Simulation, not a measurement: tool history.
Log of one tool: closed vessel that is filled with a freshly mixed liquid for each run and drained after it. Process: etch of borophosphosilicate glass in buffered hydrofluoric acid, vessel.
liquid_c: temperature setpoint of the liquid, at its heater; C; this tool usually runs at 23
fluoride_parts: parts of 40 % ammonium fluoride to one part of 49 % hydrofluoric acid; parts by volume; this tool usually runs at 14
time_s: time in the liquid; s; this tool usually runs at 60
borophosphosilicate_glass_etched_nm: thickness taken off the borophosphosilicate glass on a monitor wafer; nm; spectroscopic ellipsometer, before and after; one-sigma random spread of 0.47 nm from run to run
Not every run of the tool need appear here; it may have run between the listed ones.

| run | hour | liquid_c | fluoride_parts | time_s | read-back film thickness of the borophosphosilicate glass reference wafer, read on the same gauge (nm) | borophosphosilicate_glass_etched_nm |
|---|---|---|---|---|---|---|
| 1 | 0 | 19.5 | 14 | 60 | 149.99 | 38.13 |
| 2 | 34.3 | 23 | 14 | 75 | 149.99 | 58.24 |
| 3 | 82.4 | 23 | 14 | 75 | 149.98 | 57.54 |
| 4 | 136.1 | 23 | 14 | 45 | 150 | 34.1 |
| 5 | 175.6 | 23 | 14 | 45 | 149.98 | 33.88 |
|  | 184.3 | thermometer replaced |
| 6 | 204.4 | 23 | 14 | 60 | 150.02 | 47.85 |
| 7 | 269.4 | 23 | 14 | 60 | 150 | 46.68 |
| 8 | 333.5 | 23 | 14 | 60 | 149.99 | 47.5 |
| 9 | 359.5 | 23 | 14 | 60 | 150 | 46.78 |
| 10 | 400.2 | 23 | 14 | 60 | 150.01 | 46.13 |
| 11 | 445.7 | 23 | 14 | 60 | 149.98 | 45.97 |
| 12 | 505.3 | 23 | 14 | 60 | 150.02 | 46.66 |
| 13 | 537.8 | 18 | 19.5 | 60 | 150 | 25.85 |
|  | 554.1 | hydrofluoric acid flow meter replaced |
| 14 | 605.3 | 23 | 14 | 60 | 150.01 | 49.94 |
| 15 | 634.3 | 23 | 14 | 35 | 149.97 | 28.94 |
| 16 | 684.4 | 23 | 16 | 95 | 150.01 | 68.66 |
|  | 693.2 | gauge calibrated |
| 17 | 740.6 | 23 | 14 | 85 | 150.01 | 69.53 |
| 18 | 779.8 | 18 | 19.5 | 60 | 149.99 | 26.83 |
| 19 | 808.9 | 27.5 | 14 | 30 | 149.95 | 31.14 |
| 20 | 839.3 | 23 | 9 | 60 | 150.03 | 73.39 |
| 21 | 872.5 | 19 | 11 | 70 | 150 | 57.99 |
| 22 | 971.9 | 25 | 14 | 60 | 150.01 | 53.67 |
| 23 | 1043.8 | 27 | 10 | 85 | 149.98 | 118.14 |
| 24 | 1074.2 | 23 | 14 | 60 | 150.02 | 48.27 |
| 25 | 1141.7 | 19.5 | 14 | 60 | 150.01 | 39.81 |
| 26 | 1175.1 | 24.5 | 10 | 60 | 150.02 | 72.11 |
| 27 | 1211.1 | 18.5 | 19.5 | 50 | 150 | 22.49 |
| 28 | 1276.8 | 23 | 9.5 | 50 | 150.02 | 57.5 |
| 29 | 1325.4 | 23 | 14 | 60 | 150.03 | 46.93 |
| 30 | 1388.5 | 23 | 14 | 60 | 149.97 | 47.12 |
| 31 | 1428.6 | 23 | 14 | 60 | 150.04 | 46.47 |

Run by run, hidden condition taken away, random variation retained:
The tool's hidden condition here consists of: liquid colder than its thermometer reads (K); hydrofluoric acid flow below the setpoint (%); gauge reads high (%).
| run | borophosphosilicate_glass_etched_nm |
|---|---|
| 1 | 42.2 |
| 2 | 64.57 |
| 3 | 64.04 |
| 4 | 38.13 |
| 5 | 38 |
| 6 | 51.47 |
| 7 | 50.48 |
| 8 | 51.63 |
| 9 | 50.96 |
| 10 | 50.41 |
| 11 | 50.43 |
| 12 | 51.44 |
| 13 | 28.07 |
| 14 | 50.94 |
| 15 | 29.57 |
| 16 | 70.43 |
| 17 | 71.66 |
| 18 | 27.75 |
| 19 | 32.24 |
| 20 | 75.84 |
| 21 | 60.41 |
| 22 | 56.29 |
| 23 | 124.48 |
| 24 | 51.04 |
| 25 | 42.35 |
| 26 | 76.8 |
| 27 | 24.02 |
| 28 | 61.03 |
| 29 | 50.6 |
| 30 | 51.06 |
| 31 | 50.53 |
